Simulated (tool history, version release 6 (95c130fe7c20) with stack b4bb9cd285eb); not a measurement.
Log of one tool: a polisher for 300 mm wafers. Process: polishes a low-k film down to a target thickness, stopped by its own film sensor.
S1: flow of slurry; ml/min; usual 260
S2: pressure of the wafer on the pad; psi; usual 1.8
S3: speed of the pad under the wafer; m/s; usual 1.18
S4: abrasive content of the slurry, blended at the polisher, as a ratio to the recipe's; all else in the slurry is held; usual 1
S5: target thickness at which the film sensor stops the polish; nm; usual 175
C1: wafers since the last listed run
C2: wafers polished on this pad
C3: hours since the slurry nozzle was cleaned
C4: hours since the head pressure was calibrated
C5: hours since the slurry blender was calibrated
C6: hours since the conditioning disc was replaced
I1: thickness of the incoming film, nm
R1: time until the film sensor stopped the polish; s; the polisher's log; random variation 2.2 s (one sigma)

run,hour,S1,S2,S3,S4,S5,C1,C2,C3,C4,C5,C6,I1,R1
1,0,280,1.8,1.18,1,175,0,784,317.6,698.9,225.5,222.4,220.5,135.4
2,19.3,260,1.8,1.46,1,175,137,922,336.9,718.2,244.8,241.7,222.8,123.1
# hour 29.2: worn pad replaced by a new one
3,47.4,260,1.8,1.18,1,175,172,130,365,746.3,272.9,269.8,217.7,130.3
# hour 68.1: slurry nozzle cleaned
4,114.1,260,1.8,1.18,1,175,469,599,46,813,339.6,336.5,220.2,132.2
# hour 146.5: worn pad replaced by a new one
5,147,260,1.8,1.18,1,175,206,3,78.9,845.9,372.5,369.4,222.9,144
# hour 154.4: slurry blender recalibrated
6,163.2,315,1.8,1.18,0.75,175,101,104,95.1,862.1,8.8,385.6,219.7,141.5
7,178,315,1.8,1.18,0.75,175,105,210,109.9,876.9,23.6,400.4,220.2,147.9
# hour 203.7: conditioning disc replaced and pad reconditioned
8,204.2,260,1.8,1.4,1,175,172,383,136.1,903.1,49.8,0.5,215.9,109.1
9,217.5,260,1.8,1.18,1,175,95,478,149.4,916.4,63.1,13.8,222.1,142.2
# hour 230.5: head pressure recalibrated
10,247.2,260,1.8,1.18,1,175,197,676,179.1,16.7,92.8,43.5,218.9,118.5
11,261.6,295,1.8,1.18,1,175,102,779,193.5,31.1,107.2,57.9,222.4,132.8
# hour 281.5: worn pad replaced by a new one
12,282,260,1.8,1.18,1,166,117,3,213.9,51.5,127.6,78.3,222.8,162.5
13,306.9,260,1.8,1.18,1,175,177,181,238.8,76.4,152.5,103.2,220.1,127.7
14,341.7,260,2,1.18,1,175,248,430,273.6,111.2,187.3,138,221.4,121
15,355.9,260,1.8,1.18,1,175,101,531,287.8,125.4,201.5,152.2,220.7,132.1
16,383.4,260,1.8,1.18,1,175,196,727,315.3,152.9,229,179.7,216.8,122.5
# hour 393.1: worn pad replaced by a new one
17,412.1,235,2.2,0.84,1,161,176,135,344,181.6,257.7,208.4,219.9,185.3
18,430.8,260,1.8,1.18,1,161,133,269,362.7,200.3,276.4,227.1,219.5,177.9
# hour 435.2: slurry nozzle cleaned
19,460.9,340,2.4,1.18,1.1,179,207,477,25.7,230.4,306.5,257.2,219.4,81
# hour 484.1: slurry blender recalibrated
20,484.6,260,2.4,1.06,1.1,175,155,632,49.4,254.1,0.5,280.9,220.6,104.2
21,496.8,260,1.8,1.18,1,175,87,719,61.6,266.3,12.7,293.1,219.5,125.3
# hour 523: worn pad replaced by a new one
22,523.5,260,2,1.4,1,183,162,3,88.3,293,39.4,319.8,223.7,91.4
23,551.2,260,1.4,1.18,1,167,197,201,116,320.7,67.1,347.5,223.5,198.7
24,578.3,260,1.8,1.18,1,160,193,395,143.1,347.8,94.2,374.6,218.2,168.7

What the log doesn't show, run by run:
removal rate lost through wear of the pad, %: 0 in every run
abrasive missing from the slurry, %: 0 in every run
time polished since the conditioner stopped cutting, s: 0 in every run
H1: slurry flow missing at the pad, %
H2: deviation of the head's pressure from its setpoint, %
run,H1,H2
1,37.6,-5.31
2,39.4,-5.69
3,42,-6.27
4,5.7,-7.73
5,8.77,-8.49
6,10.3,-8.88
7,11.7,-9.24
8,14.1,-9.89
9,15.3,-10.2
10,18.1,-2.02
11,19.4,-2.03
12,21.3,-2.05
13,23.7,-2.09
14,26.9,-2.19
15,28.2,-2.23
16,30.8,-2.34
17,33.5,-2.47
18,35.2,-2.57
19,7.2,-2.76
20,9.41,-2.92
21,10.5,-3.01
22,13,-3.21
23,15.6,-3.45
24,18.1,-3.71

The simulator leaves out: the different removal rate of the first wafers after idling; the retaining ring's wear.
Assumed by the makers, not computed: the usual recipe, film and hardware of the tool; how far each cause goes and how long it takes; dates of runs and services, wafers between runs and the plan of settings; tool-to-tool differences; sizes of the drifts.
